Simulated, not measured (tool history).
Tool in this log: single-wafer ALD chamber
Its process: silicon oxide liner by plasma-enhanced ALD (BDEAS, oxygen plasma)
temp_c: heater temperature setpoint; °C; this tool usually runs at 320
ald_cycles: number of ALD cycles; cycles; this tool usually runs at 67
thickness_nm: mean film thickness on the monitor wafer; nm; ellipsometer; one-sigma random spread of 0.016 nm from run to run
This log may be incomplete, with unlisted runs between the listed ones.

run     day  temp_c  ald_cycles  read-back reference wafer on the same gauge, thickness_nm  thickness_nm
  1       0     320          67                                                       6.24         6.509
  2   1.408     320          67                                                      6.242         6.481
  3   2.521     320          75                                                      6.237         7.252
  4   3.125     320          75                                                      6.234         7.256
  5   4.558     317          75                                                      6.239         7.307
  6     5.3     317          75                                                      6.239         7.268
  7   6.021     325          72                                                      6.242         6.951
  8   8.346     325          72                                                       6.24         6.938
  9   9.496     320          67                                                      6.239          6.47
 10  10.242     320          77                                                      6.239         7.476
 11  10.825     320          77                                                       6.24          7.44
     11.017  -- gauge calibrated
 12  12.112     320          77                                                      6.239         7.501
     12.983  -- thermocouple changed; heater temperature recalibrated
 13  13.004     320          67                                                      6.243         6.507
 14  13.812     320          67                                                      6.237         6.495
 15  14.771     320          67                                                      6.238         6.517
 16  15.467     324          67                                                      6.241         6.445
 17  16.725     320          67                                                      6.242         6.488
 18  17.388     325          72                                                       6.24         6.936
 19  17.962     320          67                                                       6.24         6.494
 20  18.771     307          77                                                      6.241         7.606
 21  20.158     332          74                                                      6.242         7.064
 22  21.012     324          78                                                      6.244         7.505
 23  21.921     320          72                                                      6.241         6.951
 24  22.671     325          63                                                      6.239         6.061
 25  23.358     325          76                                                      6.238         7.351
 26  24.067     331          67                                                      6.236         6.424
 27  24.579     311          80                                                       6.24         7.859
 28  25.442     327          62                                                      6.242         5.948
 29   26.05     329          54                                                      6.244         5.178
 30  27.308     320          67                                                      6.241         6.487
 31  28.233     309          73                                                      6.243         7.186
 32  32.579     306          67                                                      6.237         6.614
 33  33.812     328          60                                                      6.247          5.77

Run-by-run hidden state of the tool:
wafer temperature above the value expected at the setpoint (K): 0 in every run
gauge reads high (%): 0 in every run

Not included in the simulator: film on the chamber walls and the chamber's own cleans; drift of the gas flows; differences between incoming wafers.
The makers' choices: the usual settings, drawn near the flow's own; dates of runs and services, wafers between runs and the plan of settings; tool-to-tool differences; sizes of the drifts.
